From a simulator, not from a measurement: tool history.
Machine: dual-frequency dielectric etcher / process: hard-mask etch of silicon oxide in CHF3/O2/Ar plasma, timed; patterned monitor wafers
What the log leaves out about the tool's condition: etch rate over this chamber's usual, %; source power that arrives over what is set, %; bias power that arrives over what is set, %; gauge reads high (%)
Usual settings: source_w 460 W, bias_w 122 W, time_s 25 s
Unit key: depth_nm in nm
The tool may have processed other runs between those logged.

| run | hour | source_w | bias_w | time_s | wafers since the last listed run | hours since the last wet clean | hours since the last source power generator calibration | hours since the last bias power generator calibration | hours since the last upper electrode change | hours since the gauge calibration | read-back reference wafer on the same gauge, depth_nm | depth_nm |
|---|---|---|---|---|---|---|---|---|---|---|---|---|
| 1 | 0 | 460 | 122 | 25 | 0 | 505.3 | 2331.4 | 2321 | 1930.1 | 1932.1 | 38.27 | 41.08 |
| 2 | 93.1 | 460 | 122 | 25 | 782 | 598.4 | 2424.5 | 2414.1 | 2023.2 | 2025.2 | 38.19 | 41.36 |
| 3 | 188 | 460 | 122 | 25 | 797 | 693.3 | 2519.4 | 2509 | 2118.1 | 2120.1 | 38.18 | 41.31 |
|  | 253.4 | source power generator calibrated |
|  | 304.1 | wet clean of the chamber |
|  | 375.2 | bias power generator calibrated |
| 4 | 411 | 460 | 122 | 25 | 1604 | 106.9 | 157.6 | 35.8 | 2341.1 | 2343.1 | 38.19 | 40.77 |
|  | 463.3 | gauge calibrated |
| 5 | 515.5 | 460 | 122 | 22.5 | 878 | 211.4 | 262.1 | 140.3 | 2445.6 | 52.2 | 38.18 | 36.4 |
| 6 | 566.5 | 460 | 122 | 22.5 | 428 | 262.4 | 313.1 | 191.3 | 2496.6 | 103.2 | 38.18 | 36.6 |
| 7 | 619.8 | 540 | 112 | 23 | 447 | 315.7 | 366.4 | 244.6 | 2549.9 | 156.5 | 38.19 | 38.06 |
| 8 | 680.1 | 520 | 122 | 25 | 506 | 376 | 426.7 | 304.9 | 2610.2 | 216.8 | 38.2 | 42.37 |
| 9 | 786.2 | 510 | 151 | 18.5 | 891 | 482.1 | 532.8 | 411 | 2716.3 | 322.9 | 38.22 | 33.43 |
|  | 866 | upper electrode replaced, of another model than before |
| 10 | 866.5 | 500 | 151 | 30 | 473 | 562.4 | 613.1 | 491.3 | 0.5 | 403.2 | 38.21 | 55.82 |
| 11 | 899.1 | 460 | 122 | 25 | 273 | 595 | 645.7 | 523.9 | 33.1 | 435.8 | 38.18 | 40.71 |
|  | 1016.5 | wet clean of the chamber |
| 12 | 1017 | 460 | 122 | 25 | 789 | 0.5 | 763.6 | 641.8 | 151 | 553.7 | 38.19 | 40.92 |
| 13 | 1099.5 | 530 | 110 | 25 | 693 | 83 | 846.1 | 724.3 | 233.5 | 636.2 | 38.27 | 42.26 |
| 14 | 1340.7 | 390 | 113 | 22.5 | 2026 | 324.2 | 1087.3 | 965.5 | 474.7 | 877.4 | 38.22 | 32.4 |
| 15 | 1396.5 | 460 | 98 | 25 | 468 | 380 | 1143.1 | 1021.3 | 530.5 | 933.2 | 38.24 | 37.08 |
| 16 | 1462.2 | 460 | 122 | 25 | 552 | 445.7 | 1208.8 | 1087 | 596.2 | 998.9 | 38.17 | 41.12 |
| 17 | 1730.8 | 460 | 122 | 25 | 2257 | 714.3 | 1477.4 | 1355.6 | 864.8 | 1267.5 | 38.24 | 41.08 |
|  | 1834.7 | wet clean of the chamber |
| 18 | 1835.2 | 560 | 100 | 25 | 675 | 0.5 | 1581.8 | 1460 | 969.2 | 1371.9 | 38.13 | 42.11 |
| 19 | 1904.9 | 540 | 122 | 25 | 585 | 70.2 | 1651.5 | 1529.7 | 1038.9 | 1441.6 | 38.25 | 44.85 |
| 20 | 1948.6 | 550 | 112 | 21.5 | 367 | 113.9 | 1695.2 | 1573.4 | 1082.6 | 1485.3 | 38.21 | 37.7 |
| 21 | 1991.7 | 460 | 114 | 25 | 362 | 157 | 1738.3 | 1616.5 | 1125.7 | 1528.4 | 38.2 | 40.03 |
| 22 | 2063.8 | 460 | 122 | 25 | 605 | 229.1 | 1810.4 | 1688.6 | 1197.8 | 1600.5 | 38.12 | 41.58 |
| 23 | 2116.7 | 460 | 122 | 25 | 444 | 282 | 1863.3 | 1741.5 | 1250.7 | 1653.4 | 38.22 | 41.12 |
| 24 | 2168.9 | 460 | 102 | 22.5 | 438 | 334.2 | 1915.5 | 1793.7 | 1302.9 | 1705.6 | 38.22 | 34.36 |
| 25 | 2259.7 | 410 | 131 | 32 | 762 | 425 | 2006.3 | 1884.5 | 1393.7 | 1796.4 | 38.18 | 51.32 |
| 26 | 2363.7 | 380 | 131 | 20 | 873 | 529 | 2110.3 | 1988.5 | 1497.7 | 1900.4 | 38.19 | 30.67 |
| 27 | 2411.7 | 460 | 102 | 25 | 403 | 577 | 2158.3 | 2036.5 | 1545.7 | 1948.4 | 38.14 | 38.44 |
| 28 | 2514 | 400 | 133 | 22 | 859 | 679.3 | 2260.6 | 2138.8 | 1648 | 2050.7 | 38.14 | 34.92 |
|  | 2536.6 | source power generator calibrated |
|  | 2540 | wet clean of the chamber |
| 29 | 2565.3 | 490 | 122 | 25 | 368 | 25.3 | 28.7 | 2190.1 | 1699.3 | 2102 | 38.2 | 42.97 |
| 30 | 2614.1 | 460 | 95 | 25 | 410 | 74.1 | 77.5 | 2238.9 | 1748.1 | 2150.8 | 38.15 | 36.79 |

Measured minus without-hidden-state, run by run (identical run-to-run variation in each term; gauge scatter may differ):
| run | depth_nm |
|---|---|
| 1 | +0.65 |
| 2 | +0.68 |
| 3 | +0.7 |
| 4 | +0.03 |
| 5 | +0.05 |
| 6 | +0.06 |
| 7 | +0.08 |
| 8 | +0.1 |
| 9 | +0.1 |
| 10 | +0.27 |
| 11 | +0.2 |
| 12 | +0.24 |
| 13 | +0.25 |
| 14 | +0.27 |
| 15 | +0.3 |
| 16 | +0.38 |
| 17 | +0.47 |
| 18 | +0.47 |
| 19 | +0.56 |
| 20 | +0.47 |
| 21 | +0.53 |
| 22 | +0.58 |
| 23 | +0.6 |
| 24 | +0.49 |
| 25 | +0.83 |
| 26 | +0.52 |
| 27 | +0.61 |
| 28 | +0.64 |
| 29 | +0.77 |
| 30 | +0.62 |

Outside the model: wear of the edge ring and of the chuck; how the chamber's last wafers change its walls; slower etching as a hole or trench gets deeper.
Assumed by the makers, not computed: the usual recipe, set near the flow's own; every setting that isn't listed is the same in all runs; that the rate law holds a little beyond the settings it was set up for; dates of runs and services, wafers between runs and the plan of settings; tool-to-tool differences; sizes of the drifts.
